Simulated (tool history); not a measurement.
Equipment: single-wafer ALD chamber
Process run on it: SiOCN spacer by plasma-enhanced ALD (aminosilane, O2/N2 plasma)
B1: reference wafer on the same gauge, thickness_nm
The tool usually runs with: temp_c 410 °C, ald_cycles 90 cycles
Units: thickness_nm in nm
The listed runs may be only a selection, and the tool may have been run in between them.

run 1 hour=0 | temp_c=410 ald_cycles=90 | B1=4.96 | thickness_nm=4.956
run 2 hour=23.3 | temp_c=410 ald_cycles=90 | B1=4.959 | thickness_nm=4.963
run 3 hour=40 | temp_c=410 ald_cycles=90 | B1=4.957 | thickness_nm=4.978
run 4 hour=65.3 | temp_c=417 ald_cycles=90 | B1=4.962 | thickness_nm=4.854
run 5 hour=83 | temp_c=410 ald_cycles=90 | B1=4.958 | thickness_nm=4.948
run 6 hour=110.5 | temp_c=410 ald_cycles=90 | B1=4.961 | thickness_nm=4.984
run 7 hour=129.9 | temp_c=413 ald_cycles=90 | B1=4.96 | thickness_nm=4.909
run 8 hour=154.6 | temp_c=413 ald_cycles=90 | B1=4.962 | thickness_nm=4.917
run 9 hour=251.6 | temp_c=410 ald_cycles=90 | B1=4.961 | thickness_nm=4.937
run 10 hour=264.7 | temp_c=410 ald_cycles=90 | B1=4.958 | thickness_nm=4.977
run 11 hour=292.6 | temp_c=410 ald_cycles=90 | B1=4.958 | thickness_nm=4.959
run 12 hour=319.3 | temp_c=402 ald_cycles=90 | B1=4.958 | thickness_nm=5.097
run 13 hour=355.1 | temp_c=402 ald_cycles=90 | B1=4.959 | thickness_nm=5.053
run 14 hour=370.6 | temp_c=410 ald_cycles=90 | B1=4.959 | thickness_nm=4.928
run 15 hour=403.4 | temp_c=410 ald_cycles=90 | B1=4.961 | thickness_nm=4.947
run 16 hour=435 | temp_c=410 ald_cycles=90 | B1=4.961 | thickness_nm=4.951
run 17 hour=470.1 | temp_c=413 ald_cycles=81 | B1=4.961 | thickness_nm=4.411
-- hour=472.6 gauge calibrated
run 18 hour=499 | temp_c=413 ald_cycles=81 | B1=4.958 | thickness_nm=4.42
run 19 hour=512.8 | temp_c=421 ald_cycles=96 | B1=4.961 | thickness_nm=5.112
run 20 hour=541.4 | temp_c=421 ald_cycles=96 | B1=4.958 | thickness_nm=5.139
run 21 hour=570.5 | temp_c=421 ald_cycles=96 | B1=4.96 | thickness_nm=5.129
run 22 hour=603.8 | temp_c=410 ald_cycles=77 | B1=4.963 | thickness_nm=4.234
run 23 hour=618.9 | temp_c=410 ald_cycles=90 | B1=4.958 | thickness_nm=4.94
run 24 hour=651.4 | temp_c=399 ald_cycles=97 | B1=4.96 | thickness_nm=5.492
run 25 hour=686.3 | temp_c=410 ald_cycles=82 | B1=4.96 | thickness_nm=4.524
run 26 hour=714.7 | temp_c=419 ald_cycles=95 | B1=4.96 | thickness_nm=5.112
run 27 hour=741.3 | temp_c=406 ald_cycles=104 | B1=4.96 | thickness_nm=5.776
run 28 hour=755.2 | temp_c=410 ald_cycles=90 | B1=4.962 | thickness_nm=4.973
run 29 hour=771.3 | temp_c=410 ald_cycles=78 | B1=4.958 | thickness_nm=4.28
run 30 hour=787.3 | temp_c=395 ald_cycles=90 | B1=4.958 | thickness_nm=5.181
run 31 hour=815.5 | temp_c=404 ald_cycles=100 | B1=4.961 | thickness_nm=5.59
run 32 hour=834.3 | temp_c=410 ald_cycles=98 | B1=4.959 | thickness_nm=5.394
run 33 hour=861.8 | temp_c=410 ald_cycles=90 | B1=4.958 | thickness_nm=4.96
run 34 hour=896.2 | temp_c=410 ald_cycles=90 | B1=4.958 | thickness_nm=4.943
run 35 hour=931.8 | temp_c=410 ald_cycles=90 | B1=4.96 | thickness_nm=4.951
-- hour=940.1 thermocouple changed; heater temperature recalibrated
run 36 hour=951.9 | temp_c=410 ald_cycles=90 | B1=4.959 | thickness_nm=5.034
run 37 hour=980.9 | temp_c=410 ald_cycles=90 | B1=4.961 | thickness_nm=5.034
run 38 hour=1009.8 | temp_c=401 ald_cycles=98 | B1=4.962 | thickness_nm=5.617
run 39 hour=1031.1 | temp_c=410 ald_cycles=79 | B1=4.962 | thickness_nm=4.398
run 40 hour=1066.7 | temp_c=423 ald_cycles=80 | B1=4.96 | thickness_nm=4.321
run 41 hour=1086.8 | temp_c=410 ald_cycles=90 | B1=4.962 | thickness_nm=5.045
run 42 hour=1107.8 | temp_c=404 ald_cycles=84 | B1=4.959 | thickness_nm=4.754
run 43 hour=1139.7 | temp_c=421 ald_cycles=107 | B1=4.962 | thickness_nm=5.755
run 44 hour=1153.7 | temp_c=410 ald_cycles=90 | B1=4.96 | thickness_nm=5.028
-- hour=1229.5 gauge calibrated
run 45 hour=1242.8 | temp_c=410 ald_cycles=76 | B1=4.961 | thickness_nm=4.2

3 options for the next run, each taken on its own from the tool as it stands now. Forecast them:
run A hour=1243.4 | temp_c=410 ald_cycles=90 | B1=? | thickness_nm=?
run B hour=1243.4 | temp_c=410 ald_cycles=100 | B1=? | thickness_nm=?
run C hour=1243.4 | temp_c=403 ald_cycles=108 | B1=? | thickness_nm=?

run=A B1=4.959 thickness_nm=5.017
run=B B1=4.959 thickness_nm=5.574
run=C B1=4.959 thickness_nm=6.136
With no hidden state in the tool, these same runs would have given:
run=A thickness_nm=5.051
run=B thickness_nm=5.613
run=C thickness_nm=6.177
